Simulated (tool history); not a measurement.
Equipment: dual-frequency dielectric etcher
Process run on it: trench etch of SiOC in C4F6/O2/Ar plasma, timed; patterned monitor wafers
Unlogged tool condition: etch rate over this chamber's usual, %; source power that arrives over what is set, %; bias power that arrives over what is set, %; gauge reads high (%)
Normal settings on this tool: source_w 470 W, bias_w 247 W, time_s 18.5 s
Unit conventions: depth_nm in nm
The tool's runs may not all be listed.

run,hour,source_w,bias_w,time_s,wafers since the last listed run,hours since the last wet clean,hours since the last source power generator calibration,hours since the last bias power generator calibration,hours since the last upper electrode change,hours since the gauge calibration,"read-back reference wafer on the same gauge, depth_nm",depth_nm
1,0,470,247,16.5,0,179.2,2521.1,2275.4,3152.9,895.5,45.34,42.72
2,103.6,470,247,16.5,2134,282.8,2624.7,2379,3256.5,999.1,45.36,42.78
3,147.8,470,247,16.5,910,327,2668.9,2423.2,3300.7,1043.3,45.29,43.35
4,253,470,247,15,2167,432.2,2774.1,2528.4,3405.9,1148.5,45.3,39.74
5,332.1,470,247,21.5,1629,511.3,2853.2,2607.5,3485,1227.6,45.34,57.47
# hour 422.4: wet clean of the chamber
6,422.9,470,247,16,1376,0.5,2944,2698.3,3575.8,1318.4,45.34,40.59
7,620.3,470,247,16,4066,197.9,3141.4,2895.7,3773.2,1515.8,45.27,40.98
8,721,470,247,18.5,2074,298.6,3242.1,2996.4,3873.9,1616.5,45.38,47.54
# hour 945.1: wet clean of the chamber
9,1023.4,470,247,18.5,5735,78.3,3544.5,3298.8,4176.3,1918.9,45.3,47.56
10,1059.8,470,247,18.5,749,114.7,3580.9,3335.2,4212.7,1955.3,45.3,46.96
11,1146.3,470,247,18.5,1782,201.2,3667.4,3421.7,4299.2,2041.8,45.32,47.72
12,1217.4,470,247,18.5,1464,272.3,3738.5,3492.8,4370.3,2112.9,45.25,48.26
13,1308.1,470,247,18.5,1868,363,3829.2,3583.5,4461,2203.6,45.24,48.42
14,1349.2,470,247,18.5,846,404.1,3870.3,3624.6,4502.1,2244.7,45.31,48.93
# hour 1453: wet clean of the chamber
15,1453.5,470,247,18.5,1654,0.5,3974.6,3728.9,4606.4,2349,45.21,46.88
# hour 1475.9: bias power generator calibrated
16,1483,470,247,18.5,525,30,4004.1,7.1,4635.9,2378.5,45.37,47.95
17,1528,470,247,23,927,75,4049.1,52.1,4680.9,2423.5,45.33,59.03
# hour 1563.6: gauge calibrated
18,1617.7,470,247,18.5,1848,164.7,4138.8,141.8,4770.6,54.1,45.33,47.59
19,1686.6,420,273,15,1419,233.6,4207.7,210.7,4839.5,123,45.31,38.06
# hour 1756.8: source power generator calibrated
20,1762.8,550,308,18.5,1487,309.8,6,286.9,4915.7,199.2,45.3,54.69
21,1811.1,510,247,20,995,358.1,54.3,335.2,4964,247.5,45.3,54.17
# hour 1869.7: upper electrode replaced
22,1889.3,410,266,16.5,1116,436.3,132.5,413.4,19.6,325.7,45.3,41.6
23,1933.1,390,201,22,902,480.1,176.3,457.2,63.4,369.5,45.3,50.72
24,1998.6,540,247,16,1349,545.6,241.8,522.7,128.9,435,45.23,45.16
# hour 2028.7: wet clean of the chamber
25,2088.2,470,247,18.5,1351,59.5,331.4,612.3,218.5,524.6,45.22,47.55
26,2154.8,420,302,17,1372,126.1,398,678.9,285.1,591.2,45.32,43.36
27,2227.3,470,247,18.5,1493,198.6,470.5,751.4,357.6,663.7,45.3,47.8
28,2319.8,390,247,18.5,1905,291.1,563,843.9,450.1,756.2,45.28,44.61
29,2377.8,470,247,18.5,1194,349.1,621,901.9,508.1,814.2,45.32,48.35
30,2435.8,420,273,15,1194,407.1,679,959.9,566.1,872.2,45.31,38.35

What if the next run were any one of these 4? Each begins from the tool's condition after run 30:
A,2436.2,470,247,18.5,8,407.5,679.4,960.3,566.5,872.6,?,?
B,2436.2,420,206,23,8,407.5,679.4,960.3,566.5,872.6,?,?
C,2436.2,410,282,14.5,8,407.5,679.4,960.3,566.5,872.6,?,?
D,2436.2,470,305,14.5,8,407.5,679.4,960.3,566.5,872.6,?,?

run,"read-back reference wafer on the same gauge, depth_nm",depth_nm
A,45.31,48.78
B,45.31,55.27
C,45.31,37.27
D,45.31,40.38
The same runs, with their run-to-run variation unchanged, on a tool lacking any hidden condition would have given:
run,depth_nm
A,47.39
B,53.69
C,36.21
D,39.22

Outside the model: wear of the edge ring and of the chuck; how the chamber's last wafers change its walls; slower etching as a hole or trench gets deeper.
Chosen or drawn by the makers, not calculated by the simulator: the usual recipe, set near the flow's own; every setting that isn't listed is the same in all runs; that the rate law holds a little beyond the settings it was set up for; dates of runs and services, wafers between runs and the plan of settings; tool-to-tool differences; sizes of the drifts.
